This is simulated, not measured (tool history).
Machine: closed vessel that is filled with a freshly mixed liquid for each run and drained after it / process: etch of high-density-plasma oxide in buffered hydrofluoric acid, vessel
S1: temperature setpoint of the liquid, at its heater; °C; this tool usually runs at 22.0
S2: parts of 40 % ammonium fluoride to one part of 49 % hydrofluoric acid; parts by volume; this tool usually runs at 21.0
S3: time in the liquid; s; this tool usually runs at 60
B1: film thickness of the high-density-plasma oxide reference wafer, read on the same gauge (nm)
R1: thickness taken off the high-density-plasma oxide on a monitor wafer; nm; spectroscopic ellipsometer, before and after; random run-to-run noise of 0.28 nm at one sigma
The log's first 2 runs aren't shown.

run	hour	S1	S2	S3	B1	R1
3	56.2	22.0	21.0	60	49.80	47.94
4	75.1	22.0	21.0	60	49.69	47.98
5	110.7	22.0	21.0	60	49.60	47.56
6	136.9	22.0	21.0	60	49.45	47.69
7	239.5	22.0	21.0	60	49.24	47.24
8	255.1	22.0	21.0	60	49.17	46.71
9	284.9	22.0	21.0	60	49.22	47.05
10	320.8	22.0	21.0	60	49.11	46.81
11	349.0	22.0	21.0	60	49.06	47.20
12	374.8	22.0	21.0	60	49.07	46.90
# hour 412.4: thermometer replaced
13	480.4	22.0	25.5	60	48.97	41.44
14	510.5	22.0	25.5	60	48.97	41.07
15	530.5	22.0	25.5	60	48.92	41.05
16	560.6	18.5	21.0	60	48.90	38.78
17	590.8	22.0	21.0	60	48.93	46.97
18	606.5	17.0	15.0	35	48.95	28.27
19	637.1	22.0	13.5	60	48.88	71.30
20	649.9	22.0	21.0	60	48.89	46.97
21	669.7	19.0	16.0	75	48.89	64.01
# hour 697.4: hydrofluoric acid flow meter replaced
# hour 702.5: gauge calibrated
22	721.1	22.0	13.5	35	49.96	42.19

The next listed run, before its measurement:
23	744.4	22.0	21.0	45	?	?

{"run 23": {"B1": 49.77, "R1": 35.72}}
Had the tool carried no hidden state, the very same run would have given R1 35.89 nm.
